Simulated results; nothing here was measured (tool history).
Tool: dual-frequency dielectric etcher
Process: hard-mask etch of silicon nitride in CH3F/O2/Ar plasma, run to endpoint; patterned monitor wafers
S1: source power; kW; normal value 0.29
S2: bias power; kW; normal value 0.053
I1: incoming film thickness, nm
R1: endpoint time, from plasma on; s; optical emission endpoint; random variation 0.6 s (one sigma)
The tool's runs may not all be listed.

| run | hour | S1 | S2 | I1 | R1 |
|---|---|---|---|---|---|
| 1 | 0 | 0.29 | 0.053 | 36.92 | 70.8 |
| 2 | 28.5 | 0.29 | 0.053 | 37.34 | 71.3 |
| 3 | 52 | 0.29 | 0.053 | 37.51 | 72.2 |
| 4 | 67.1 | 0.29 | 0.053 | 37.09 | 70.9 |
| 5 | 96.4 | 0.29 | 0.053 | 37.56 | 73.8 |
| 6 | 125.2 | 0.29 | 0.053 | 37.36 | 74.3 |
| 7 | 143.3 | 0.29 | 0.053 | 37.15 | 72.9 |
| 8 | 161 | 0.33 | 0.06 | 37.4 | 65.6 |
| 9 | 173.8 | 0.24 | 0.053 | 37.06 | 78.3 |
| 10 | 206.5 | 0.24 | 0.053 | 37.01 | 78.2 |
|  | 240.8 | upper electrode replaced, of another model than before |
| 11 | 241.3 | 0.24 | 0.053 | 37.19 | 78 |
|  | 299.4 | wet clean of the chamber |
| 12 | 316.4 | 0.32 | 0.063 | 37.12 | 60.4 |
| 13 | 347.5 | 0.23 | 0.045 | 36.75 | 84.1 |
|  | 379.9 | bias power generator calibrated |
| 14 | 381 | 0.27 | 0.053 | 37.2 | 72.1 |
| 15 | 406.1 | 0.29 | 0.062 | 36.87 | 63.8 |
| 16 | 483.7 | 0.32 | 0.041 | 37.17 | 86.6 |
| 17 | 503.9 | 0.33 | 0.06 | 36.89 | 64.4 |
| 18 | 526.1 | 0.33 | 0.048 | 37.15 | 73.9 |
| 19 | 538.6 | 0.29 | 0.053 | 37.19 | 72 |
|  | 549.3 | source power generator calibrated |
| 20 | 555.1 | 0.29 | 0.062 | 37.38 | 66.7 |
| 21 | 581.2 | 0.29 | 0.047 | 37.18 | 79.3 |
| 22 | 610.7 | 0.29 | 0.062 | 37.05 | 65 |
| 23 | 635.3 | 0.31 | 0.065 | 36.8 | 61.4 |
| 24 | 664.3 | 0.29 | 0.053 | 37.06 | 73.6 |
| 25 | 687.4 | 0.29 | 0.057 | 36.97 | 70.5 |

Alternative continuations, all from the tool just after run 25; predict every row:
| A | 687.8 | 0.29 | 0.053 | 37.27 | ? |
| B | 687.8 | 0.25 | 0.042 | 37.27 | ? |
| C | 687.8 | 0.23 | 0.063 | 37.27 | ? |
| D | 687.8 | 0.25 | 0.058 | 37.27 | ? |

| run | R1 |
|---|---|
| A | 74 |
| B | 92.5 |
| C | 69.3 |
| D | 71.9 |
With no hidden state in the tool, these same runs would have given:
| run | R1 |
|---|---|
| A | 70.7 |
| B | 88.4 |
| C | 66.3 |
| D | 68.8 |
